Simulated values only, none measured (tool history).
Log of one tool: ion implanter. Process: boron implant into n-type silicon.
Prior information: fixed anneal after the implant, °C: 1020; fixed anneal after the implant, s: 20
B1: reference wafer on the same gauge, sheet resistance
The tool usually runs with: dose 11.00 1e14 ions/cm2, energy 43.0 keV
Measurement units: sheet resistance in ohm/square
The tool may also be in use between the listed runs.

{"run": 1, "hour": 0.0, "dose": 11.0, "energy": 43.0, "B1": 117.0, "sheet resistance": 99.69}
{"run": 2, "hour": 54.4, "dose": 11.0, "energy": 43.0, "B1": 116.97, "sheet resistance": 99.72}
{"run": 3, "hour": 202.9, "dose": 11.0, "energy": 43.0, "B1": 117.04, "sheet resistance": 100.1}
{"run": 4, "hour": 252.4, "dose": 11.0, "energy": 46.5, "B1": 116.97, "sheet resistance": 99.33}
{"run": 5, "hour": 294.5, "dose": 11.0, "energy": 46.5, "B1": 117.0, "sheet resistance": 99.39}
{"run": 6, "hour": 339.1, "dose": 11.0, "energy": 43.0, "B1": 116.96, "sheet resistance": 99.88}
{"run": 7, "hour": 409.2, "dose": 11.0, "energy": 43.0, "B1": 117.04, "sheet resistance": 99.6}
{"run": 8, "hour": 442.0, "dose": 9.78, "energy": 52.5, "B1": 116.95, "sheet resistance": 108.06}
{"run": 9, "hour": 491.9, "dose": 9.78, "energy": 52.5, "B1": 117.01, "sheet resistance": 108.07}
{"run": 10, "hour": 553.1, "dose": 11.0, "energy": 46.0, "B1": 117.0, "sheet resistance": 99.3}
{"run": 11, "hour": 610.2, "dose": 11.0, "energy": 43.0, "B1": 117.06, "sheet resistance": 99.94}
{"run": 12, "hour": 677.0, "dose": 11.0, "energy": 43.0, "B1": 117.03, "sheet resistance": 99.68}
{"run": 13, "hour": 710.6, "dose": 12.53, "energy": 52.0, "B1": 116.99, "sheet resistance": 88.02}
{"run": 14, "hour": 756.5, "dose": 12.7, "energy": 43.0, "B1": 117.07, "sheet resistance": 88.33}
{"hour": 790.8, "done": "gauge calibrated"}
{"run": 15, "hour": 800.8, "dose": 9.94, "energy": 50.0, "B1": 116.97, "sheet resistance": 107.1}
{"run": 16, "hour": 836.0, "dose": 11.0, "energy": 43.0, "B1": 116.97, "sheet resistance": 99.84}
{"hour": 895.3, "done": "Faraday cup replaced and dose calibrated"}
{"run": 17, "hour": 907.9, "dose": 11.0, "energy": 43.0, "B1": 117.04, "sheet resistance": 101.25}
{"hour": 973.1, "done": "extraction supply calibrated"}
{"run": 18, "hour": 973.6, "dose": 8.67, "energy": 43.0, "B1": 117.0, "sheet resistance": 122.73}
{"run": 19, "hour": 1166.8, "dose": 9.05, "energy": 35.0, "B1": 117.1, "sheet resistance": 119.73}
{"run": 20, "hour": 1191.8, "dose": 9.56, "energy": 49.5, "B1": 117.0, "sheet resistance": 111.83}
{"run": 21, "hour": 1260.0, "dose": 11.0, "energy": 43.0, "B1": 116.95, "sheet resistance": 100.69}
{"run": 22, "hour": 1285.6, "dose": 11.98, "energy": 53.0, "B1": 116.97, "sheet resistance": 92.24}

The next listed run, before its measurement:
{"run": 23, "hour": 1332.6, "dose": 8.84, "energy": 31.0, "B1": "?", "sheet resistance": "?"}

Run 23 yielded B1 117.04, sheet resistance 122.58 ohm/square.
Had the tool carried no hidden state, the very same run would have given sheet resistance 123.42 ohm/square.
